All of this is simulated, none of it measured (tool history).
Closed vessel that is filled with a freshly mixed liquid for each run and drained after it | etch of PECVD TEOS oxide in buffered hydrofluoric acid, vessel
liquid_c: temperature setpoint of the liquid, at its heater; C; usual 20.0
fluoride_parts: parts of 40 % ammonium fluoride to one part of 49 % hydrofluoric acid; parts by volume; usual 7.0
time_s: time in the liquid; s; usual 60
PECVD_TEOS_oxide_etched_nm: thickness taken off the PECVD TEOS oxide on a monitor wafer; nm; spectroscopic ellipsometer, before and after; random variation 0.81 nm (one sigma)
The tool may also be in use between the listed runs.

run,hour,liquid_c,fluoride_parts,time_s,"read-back film thickness of the PECVD TEOS oxide reference wafer, read on the same gauge (nm)",PECVD_TEOS_oxide_etched_nm
1,0.0,20.0,7.0,60,89.99,122.71
2,33.6,18.5,6.0,60,89.98,130.55
3,53.2,20.0,7.0,60,90.01,122.82
4,65.4,20.0,7.0,60,89.97,120.83
5,83.8,20.0,7.0,60,89.98,122.34
6,125.4,24.0,7.0,60,89.99,152.08
7,148.8,24.0,7.0,60,90.00,150.77
8,184.2,20.0,7.0,60,89.96,121.06
9,202.3,20.0,7.0,60,90.03,120.39
10,214.5,20.0,7.0,60,89.96,120.12
11,234.1,20.0,7.0,60,89.98,122.16
12,250.7,20.0,7.0,60,90.01,120.78
13,272.4,20.0,7.0,45,90.01,90.24
# hour 279.0: thermometer replaced
14,305.6,20.0,7.0,60,90.01,120.15
15,320.4,20.0,7.0,60,89.99,120.39
16,352.3,24.5,8.5,60,90.00,127.38
17,365.7,24.0,7.0,60,90.00,148.61
18,393.4,18.0,8.5,85,90.01,125.62
19,426.0,20.0,7.0,60,89.97,118.69
20,438.6,20.0,7.0,60,89.99,119.38
21,457.1,17.0,7.0,50,90.00,83.76
22,475.1,20.0,5.0,60,90.00,163.81
23,510.8,20.0,9.0,60,90.01,94.70
# hour 515.2: hydrofluoric acid flow meter replaced
24,538.3,20.0,7.0,60,90.00,134.41
25,563.8,22.0,5.0,80,89.98,266.76
# hour 576.9: gauge calibrated
26,583.5,20.0,6.0,45,89.98,115.19
27,608.8,20.0,7.0,60,89.98,132.43
28,622.6,20.0,7.0,60,89.98,135.27
29,653.0,24.5,5.0,50,90.00,190.39
30,754.8,20.0,8.0,60,90.01,115.00
31,776.4,17.0,5.0,45,89.99,113.54
32,849.2,20.0,7.0,60,89.98,130.96

5 ways to go on from here, each from the tool as it stands after run 32. What would each give?
A,849.9,17.5,7.0,60,?,?
B,849.9,18.5,5.5,90,?,?
C,849.9,24.0,9.0,70,?,?
D,849.9,20.0,5.0,35,?,?
E,849.9,23.5,8.0,45,?,?

run,"read-back film thickness of the PECVD TEOS oxide reference wafer, read on the same gauge (nm)",PECVD_TEOS_oxide_etched_nm
A,90.00,114.99
B,90.00,225.66
C,90.00,148.00
D,90.00,103.48
E,90.00,104.30
Without the tool's hidden state the same runs would have given:
run,PECVD_TEOS_oxide_etched_nm
A,117.37
B,229.31
C,149.78
D,105.16
E,106.46
